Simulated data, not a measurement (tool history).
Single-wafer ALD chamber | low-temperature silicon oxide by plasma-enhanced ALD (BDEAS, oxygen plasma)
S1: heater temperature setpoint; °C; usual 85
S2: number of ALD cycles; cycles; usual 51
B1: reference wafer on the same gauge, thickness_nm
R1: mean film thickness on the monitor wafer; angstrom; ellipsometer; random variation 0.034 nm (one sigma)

run 1 hour=0 | S1=80 S2=51 | B1=6.979 | R1=78.63
run 2 hour=25 | S1=85 S2=51 | B1=7.003 | R1=77.18
run 3 hour=79.1 | S1=85 S2=51 | B1=7.012 | R1=78.16
run 4 hour=137.3 | S1=85 S2=58 | B1=7.039 | R1=88.94
run 5 hour=186.3 | S1=85 S2=58 | B1=7.059 | R1=89.71
run 6 hour=213.8 | S1=78 S2=51 | B1=7.073 | R1=79.98
run 7 hour=240.5 | S1=78 S2=51 | B1=7.068 | R1=80.17
run 8 hour=308.6 | S1=78 S2=51 | B1=7.106 | R1=79.95
run 9 hour=358.4 | S1=85 S2=51 | B1=7.126 | R1=78.55
run 10 hour=428.8 | S1=85 S2=51 | B1=7.164 | R1=79.5
run 11 hour=484.7 | S1=85 S2=51 | B1=7.191 | R1=79.26
run 12 hour=554.4 | S1=85 S2=51 | B1=7.233 | R1=81.11
-- hour=587.7 thermocouple changed; heater temperature recalibrated
run 13 hour=594.2 | S1=85 S2=56 | B1=7.253 | R1=88.36
-- hour=636.6 gauge calibrated
run 14 hour=638 | S1=85 S2=49 | B1=6.847 | R1=73.02
run 15 hour=704.8 | S1=85 S2=49 | B1=6.842 | R1=73.01
run 16 hour=765.6 | S1=85 S2=49 | B1=6.839 | R1=73.61
run 17 hour=827.9 | S1=77 S2=51 | B1=6.855 | R1=77.69
run 18 hour=860.7 | S1=79 S2=41 | B1=6.845 | R1=62.42
run 19 hour=905.2 | S1=95 S2=41 | B1=6.861 | R1=60.04
run 20 hour=965.1 | S1=74 S2=51 | B1=6.864 | R1=79.44
run 21 hour=1105.9 | S1=78 S2=45 | B1=6.901 | R1=68.48
run 22 hour=1151.5 | S1=95 S2=51 | B1=6.914 | R1=74.9

Forecast run 23:
run 23 hour=1196.1 | S1=85 S2=57 | B1=? | R1=?

Run 23 gave B1 6.934, R1 86 angstrom.
Without the tool's hidden state the same run would have given R1 85.44 angstrom.
